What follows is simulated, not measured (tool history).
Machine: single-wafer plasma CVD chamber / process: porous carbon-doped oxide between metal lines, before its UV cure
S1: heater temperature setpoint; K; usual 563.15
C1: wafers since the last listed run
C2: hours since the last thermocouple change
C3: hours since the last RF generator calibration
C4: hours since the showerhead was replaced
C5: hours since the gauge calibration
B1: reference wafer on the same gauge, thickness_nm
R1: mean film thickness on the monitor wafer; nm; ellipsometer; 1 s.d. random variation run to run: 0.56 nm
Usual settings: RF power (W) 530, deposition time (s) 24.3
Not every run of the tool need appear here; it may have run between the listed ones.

run 1 hour=0.0 | S1=563.15 RF_power_(W)=530 deposition_time_(s)=24.3 | C1=0 C2=1270.2 C3=1045.8 C4=1492.8 C5=1093.1 | B1=155.586 | R1=146.228
run 2 hour=311.4 | S1=563.15 RF_power_(W)=530 deposition_time_(s)=24.3 | C1=5200 C2=1581.6 C3=1357.2 C4=1804.2 C5=1404.5 | B1=156.293 | R1=146.522
run 3 hour=362.3 | S1=563.15 RF_power_(W)=530 deposition_time_(s)=24.3 | C1=849 C2=1632.5 C3=1408.1 C4=1855.1 C5=1455.4 | B1=156.532 | R1=146.453
run 4 hour=405.5 | S1=563.15 RF_power_(W)=530 deposition_time_(s)=24.3 | C1=721 C2=1675.7 C3=1451.3 C4=1898.3 C5=1498.6 | B1=156.254 | R1=146.597
run 5 hour=498.8 | S1=563.15 RF_power_(W)=530 deposition_time_(s)=24.3 | C1=1558 C2=1769.0 C3=1544.6 C4=1991.6 C5=1591.9 | B1=156.744 | R1=146.899
-- hour=569.5 RF generator calibrated
run 6 hour=573.3 | S1=563.15 RF_power_(W)=530 deposition_time_(s)=24.3 | C1=1110 C2=1843.5 C3=3.8 C4=2066.1 C5=1666.4 | B1=156.838 | R1=146.417
run 7 hour=620.0 | S1=559.15 RF_power_(W)=510 deposition_time_(s)=24.3 | C1=779 C2=1890.2 C3=50.5 C4=2112.8 C5=1713.1 | B1=156.920 | R1=148.849
run 8 hour=670.2 | S1=559.15 RF_power_(W)=510 deposition_time_(s)=24.3 | C1=838 C2=1940.4 C3=100.7 C4=2163.0 C5=1763.3 | B1=157.165 | R1=148.659
run 9 hour=759.4 | S1=568.15 RF_power_(W)=530 deposition_time_(s)=24.3 | C1=1489 C2=2029.6 C3=189.9 C4=2252.2 C5=1852.5 | B1=157.347 | R1=143.306
run 10 hour=848.4 | S1=568.15 RF_power_(W)=530 deposition_time_(s)=24.3 | C1=1486 C2=2118.6 C3=278.9 C4=2341.2 C5=1941.5 | B1=157.338 | R1=142.712
run 11 hour=947.8 | S1=568.15 RF_power_(W)=530 deposition_time_(s)=24.3 | C1=1659 C2=2218.0 C3=378.3 C4=2440.6 C5=2040.9 | B1=157.731 | R1=143.866
run 12 hour=1003.1 | S1=563.15 RF_power_(W)=530 deposition_time_(s)=24.3 | C1=923 C2=2273.3 C3=433.6 C4=2495.9 C5=2096.2 | B1=157.931 | R1=148.901
-- hour=1028.0 thermocouple changed; heater temperature recalibrated
run 13 hour=1098.6 | S1=563.15 RF_power_(W)=530 deposition_time_(s)=24.3 | C1=1461 C2=70.6 C3=529.1 C4=2591.4 C5=2191.7 | B1=157.761 | R1=148.405
run 14 hour=1141.2 | S1=563.15 RF_power_(W)=530 deposition_time_(s)=24.3 | C1=711 C2=113.2 C3=571.7 C4=2634.0 C5=2234.3 | B1=158.400 | R1=147.796
run 15 hour=1184.4 | S1=563.15 RF_power_(W)=530 deposition_time_(s)=24.3 | C1=721 C2=156.4 C3=614.9 C4=2677.2 C5=2277.5 | B1=158.253 | R1=148.518
run 16 hour=1222.6 | S1=551.15 RF_power_(W)=595 deposition_time_(s)=21.2 | C1=637 C2=194.6 C3=653.1 C4=2715.4 C5=2315.7 | B1=158.478 | R1=147.261
run 17 hour=1324.8 | S1=563.15 RF_power_(W)=590 deposition_time_(s)=26.0 | C1=1706 C2=296.8 C3=755.3 C4=2817.6 C5=2417.9 | B1=158.539 | R1=166.616
run 18 hour=1432.1 | S1=563.15 RF_power_(W)=530 deposition_time_(s)=24.3 | C1=1791 C2=404.1 C3=862.6 C4=2924.9 C5=2525.2 | B1=159.127 | R1=149.359
-- hour=1454.2 showerhead replaced
run 19 hour=1479.4 | S1=571.15 RF_power_(W)=635 deposition_time_(s)=25.7 | C1=656 C2=451.4 C3=909.9 C4=25.2 C5=2572.5 | B1=158.786 | R1=165.758
run 20 hour=1567.7 | S1=563.15 RF_power_(W)=530 deposition_time_(s)=24.3 | C1=1474 C2=539.7 C3=998.2 C4=113.5 C5=2660.8 | B1=159.084 | R1=148.793
run 21 hour=1643.5 | S1=563.15 RF_power_(W)=530 deposition_time_(s)=24.3 | C1=1265 C2=615.5 C3=1074.0 C4=189.3 C5=2736.6 | B1=159.119 | R1=150.212
run 22 hour=1687.1 | S1=563.15 RF_power_(W)=530 deposition_time_(s)=24.3 | C1=728 C2=659.1 C3=1117.6 C4=232.9 C5=2780.2 | B1=159.532 | R1=149.667
run 23 hour=1732.7 | S1=563.15 RF_power_(W)=575 deposition_time_(s)=24.3 | C1=761 C2=704.7 C3=1163.2 C4=278.5 C5=2825.8 | B1=159.459 | R1=156.819
-- hour=1795.9 gauge calibrated
run 24 hour=1918.4 | S1=549.15 RF_power_(W)=530 deposition_time_(s)=24.3 | C1=3101 C2=890.4 C3=1348.9 C4=464.2 C5=122.5 | B1=155.482 | R1=158.966
-- hour=1977.3 RF generator calibrated
run 25 hour=2027.2 | S1=563.15 RF_power_(W)=530 deposition_time_(s)=24.3 | C1=1683 C2=999.2 C3=49.9 C4=573.0 C5=231.3 | B1=155.734 | R1=146.168
run 26 hour=2150.8 | S1=550.15 RF_power_(W)=605 deposition_time_(s)=28.1 | C1=2064 C2=1122.8 C3=173.5 C4=696.6 C5=354.9 | B1=156.227 | R1=194.815
run 27 hour=2373.4 | S1=551.15 RF_power_(W)=530 deposition_time_(s)=23.0 | C1=3717 C2=1345.4 C3=396.1 C4=919.2 C5=577.5 | B1=156.486 | R1=150.575
run 28 hour=2442.0 | S1=563.15 RF_power_(W)=465 deposition_time_(s)=24.3 | C1=1145 C2=1414.0 C3=464.7 C4=987.8 C5=646.1 | B1=156.457 | R1=137.254
run 29 hour=2513.9 | S1=577.15 RF_power_(W)=530 deposition_time_(s)=21.3 | C1=1200 C2=1485.9 C3=536.6 C4=1059.7 C5=718.0 | B1=156.986 | R1=119.793
run 30 hour=2557.5 | S1=549.15 RF_power_(W)=590 deposition_time_(s)=28.5 | C1=728 C2=1529.5 C3=580.2 C4=1103.3 C5=761.6 | B1=156.838 | R1=197.821

Consider 3 possible next runs. They are alternatives, not a sequence: every one starts from the tool as it was left by run 30. What does each give?
run A hour=2557.9 | S1=550.15 RF_power_(W)=530 deposition_time_(s)=24.3 | C1=6 C2=1529.9 C3=580.6 C4=1103.7 C5=762.0 | B1=? | R1=?
run B hour=2557.9 | S1=572.15 RF_power_(W)=430 deposition_time_(s)=26.1 | C1=6 C2=1529.9 C3=580.6 C4=1103.7 C5=762.0 | B1=? | R1=?
run C hour=2557.9 | S1=571.15 RF_power_(W)=610 deposition_time_(s)=28.2 | C1=6 C2=1529.9 C3=580.6 C4=1103.7 C5=762.0 | B1=? | R1=?

run=A B1=156.895 R1=159.106
run=B B1=156.895 R1=134.737
run=C B1=156.895 R1=172.974
Without the tool's unlogged condition, the same runs would have read:
run=A R1=156.192
run=B R1=132.269
run=C R1=169.806
